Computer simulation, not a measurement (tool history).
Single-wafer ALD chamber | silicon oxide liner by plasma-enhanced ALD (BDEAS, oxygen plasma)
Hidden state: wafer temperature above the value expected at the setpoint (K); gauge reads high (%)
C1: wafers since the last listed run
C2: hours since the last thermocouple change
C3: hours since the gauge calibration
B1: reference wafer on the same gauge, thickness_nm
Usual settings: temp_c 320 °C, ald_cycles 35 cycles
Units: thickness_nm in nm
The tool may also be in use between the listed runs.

Run 1, hour 0: usual settings; C1 0; C2 1615.5; C3 315.5; B1 2.723. Result: thickness_nm 2.996 nm.
Run 2, hour 13: usual settings; C1 104; C2 1628.5; C3 328.5; B1 2.725. Result: thickness_nm 2.997 nm.
Run 3, hour 21.7: usual settings but ald_cycles 39 cycles; C1 70; C2 1637.2; C3 337.2; B1 2.723. Result: thickness_nm 3.339 nm.
Run 4, hour 27.9: usual settings but ald_cycles 39 cycles; C1 49; C2 1643.4; C3 343.4; B1 2.725. Result: thickness_nm 3.331 nm.
Run 5, hour 41.6: usual settings but temp_c 310 °C; C1 110; C2 1657.1; C3 357.1; B1 2.727. Result: thickness_nm 3.045 nm.
At hour 43.9: gauge calibrated.
Run 6, hour 50.8: usual settings but temp_c 314 °C; C1 74; C2 1666.3; C3 6.9; B1 2.702. Result: thickness_nm 2.994 nm.
Run 7, hour 59: usual settings but temp_c 314 °C; C1 66; C2 1674.5; C3 15.1; B1 2.704. Result: thickness_nm 3.01 nm.
Run 8, hour 65.3: usual settings but temp_c 314 °C; C1 50; C2 1680.8; C3 21.4; B1 2.706. Result: thickness_nm 2.986 nm.
Run 9, hour 73.5: usual settings but temp_c 324 °C; C1 66; C2 1689; C3 29.6; B1 2.703. Result: thickness_nm 2.959 nm.
Run 10, hour 84.6: usual settings but temp_c 316 °C; C1 89; C2 1700.1; C3 40.7; B1 2.704. Result: thickness_nm 3.001 nm.
Run 11, hour 98.8: usual settings but temp_c 316 °C; C1 114; C2 1714.3; C3 54.9; B1 2.707. Result: thickness_nm 2.986 nm.
Run 12, hour 107.7: usual settings but temp_c 316 °C; C1 71; C2 1723.2; C3 63.8; B1 2.707. Result: thickness_nm 2.999 nm.
Run 13, hour 124.7: usual settings; C1 136; C2 1740.2; C3 80.8; B1 2.704. Result: thickness_nm 2.98 nm.
Run 14, hour 135.8: usual settings; C1 89; C2 1751.3; C3 91.9; B1 2.707. Result: thickness_nm 2.966 nm.
Run 15, hour 142.3: usual settings but temp_c 328 °C; C1 52; C2 1757.8; C3 98.4; B1 2.704. Result: thickness_nm 2.932 nm.
Run 16, hour 158.1: usual settings but temp_c 328 °C; C1 127; C2 1773.6; C3 114.2; B1 2.707. Result: thickness_nm 2.944 nm.
Run 17, hour 175.1: usual settings but temp_c 328 °C; C1 136; C2 1790.6; C3 131.2; B1 2.708. Result: thickness_nm 2.938 nm.
Run 18, hour 189.1: usual settings but temp_c 316 °C, ald_cycles 38 cycles; C1 112; C2 1804.6; C3 145.2; B1 2.706. Result: thickness_nm 3.249 nm.
Run 19, hour 196.5: usual settings but temp_c 316 °C, ald_cycles 38 cycles; C1 59; C2 1812; C3 152.6; B1 2.709. Result: thickness_nm 3.255 nm.
Run 20, hour 203.3: usual settings but ald_cycles 31 cycles; C1 54; C2 1818.8; C3 159.4; B1 2.714. Result: thickness_nm 2.632 nm.
Run 21, hour 210.8: usual settings but ald_cycles 31 cycles; C1 60; C2 1826.3; C3 166.9; B1 2.708. Result: thickness_nm 2.638 nm.
Run 22, hour 225.2: usual settings but temp_c 330 °C; C1 115; C2 1840.7; C3 181.3; B1 2.712. Result: thickness_nm 2.934 nm.
Run 23, hour 240.2: usual settings but temp_c 325 °C, ald_cycles 28 cycles; C1 120; C2 1855.7; C3 196.3; B1 2.715. Result: thickness_nm 2.359 nm.
Run 24, hour 251.1: usual settings but temp_c 305 °C, ald_cycles 32 cycles; C1 87; C2 1866.6; C3 207.2; B1 2.713. Result: thickness_nm 2.784 nm.
Run 25, hour 258.1: usual settings but temp_c 310 °C, ald_cycles 40 cycles; C1 56; C2 1873.6; C3 214.2; B1 2.717. Result: thickness_nm 3.472 nm.
Run 26, hour 265: usual settings but temp_c 331 °C, ald_cycles 30 cycles; C1 55; C2 1880.5; C3 221.1; B1 2.714. Result: thickness_nm 2.51 nm.
Run 27, hour 282.7: usual settings; C1 142; C2 1898.2; C3 238.8; B1 2.722. Result: thickness_nm 2.988 nm.
At hour 296.8: thermocouple changed; heater temperature recalibrated.
Run 28, hour 297.3: usual settings but ald_cycles 37 cycles; C1 53; C2 0.5; C3 253.4; B1 2.72. Result: thickness_nm 3.163 nm.
Run 29, hour 300.1: usual settings but temp_c 331 °C; C1 22; C2 3.3; C3 256.2; B1 2.717. Result: thickness_nm 2.938 nm.
Run 30, hour 311.3: usual settings; C1 90; C2 14.5; C3 267.4; B1 2.721. Result: thickness_nm 2.993 nm.
Run 31, hour 318.6: usual settings but temp_c 312 °C, ald_cycles 38 cycles; C1 58; C2 21.8; C3 274.7; B1 2.722. Result: thickness_nm 3.282 nm.
Run 32, hour 336.2: usual settings but temp_c 308 °C; C1 141; C2 39.4; C3 292.3; B1 2.723. Result: thickness_nm 3.036 nm.
Run 33, hour 354: usual settings but temp_c 310 °C, ald_cycles 41 cycles; C1 143; C2 57.2; C3 310.1; B1 2.728. Result: thickness_nm 3.559 nm.
Run 34, hour 361.3: usual settings but temp_c 329 °C, ald_cycles 40 cycles; C1 58; C2 64.5; C3 317.4; B1 2.727. Result: thickness_nm 3.389 nm.
At hour 375: gauge calibrated.
Run 35, hour 375.4: usual settings but temp_c 308 °C, ald_cycles 41 cycles; C1 113; C2 78.6; C3 0.4; B1 2.701. Result: thickness_nm 3.551 nm.
Run 36, hour 389.1: usual settings; C1 110; C2 92.3; C3 14.1; B1 2.701. Result: thickness_nm 2.964 nm.
Run 37, hour 401: usual settings but temp_c 315 °C, ald_cycles 39 cycles; C1 95; C2 104.2; C3 26; B1 2.7. Result: thickness_nm 3.343 nm.
Run 38, hour 408.1: usual settings but temp_c 324 °C, ald_cycles 41 cycles; C1 57; C2 111.3; C3 33.1; B1 2.699. Result: thickness_nm 3.45 nm.
Run 39, hour 423.8: usual settings but temp_c 309 °C, ald_cycles 38 cycles; C1 126; C2 127; C3 48.8; B1 2.699. Result: thickness_nm 3.275 nm.
Run 40, hour 476.4: usual settings; C1 423; C2 179.6; C3 101.4; B1 2.703. Result: thickness_nm 2.974 nm.
Run 41, hour 494.3: usual settings; C1 144; C2 197.5; C3 119.3; B1 2.701. Result: thickness_nm 2.98 nm.
Run 42, hour 507.4: usual settings but temp_c 306 °C, ald_cycles 32 cycles; C1 105; C2 210.6; C3 132.4; B1 2.7. Result: thickness_nm 2.77 nm.
Run 43, hour 522.7: usual settings but temp_c 305 °C, ald_cycles 39 cycles; C1 123; C2 225.9; C3 147.7; B1 2.701. Result: thickness_nm 3.369 nm.

Forecast each of these 5 alternatives for the next run:
Run A, hour 523.1: usual settings but temp_c 332 °C; C1 3; C2 226.3; C3 148.1; B1 ?. Result: thickness_nm ?.
Run B, hour 523.1: usual settings but ald_cycles 32 cycles; C1 3; C2 226.3; C3 148.1; B1 ?. Result: thickness_nm ?.
Run C, hour 523.1: usual settings but temp_c 331 °C, ald_cycles 33 cycles; C1 3; C2 226.3; C3 148.1; B1 ?. Result: thickness_nm ?.
Run D, hour 523.1: usual settings but temp_c 312 °C; C1 3; C2 226.3; C3 148.1; B1 ?. Result: thickness_nm ?.
Run E, hour 523.1: usual settings but temp_c 311 °C, ald_cycles 30 cycles; C1 3; C2 226.3; C3 148.1; B1 ?. Result: thickness_nm ?.

run     B1  thickness_nm
  A  2.707         2.907
  B  2.707         2.708
  C  2.707         2.745
  D  2.707         2.998
  E  2.707         2.573
Without the tool's hidden state the same runs would have given:
run  thickness_nm
  A         2.904
  B         2.704
  C         2.742
  D         2.994
  E          2.57
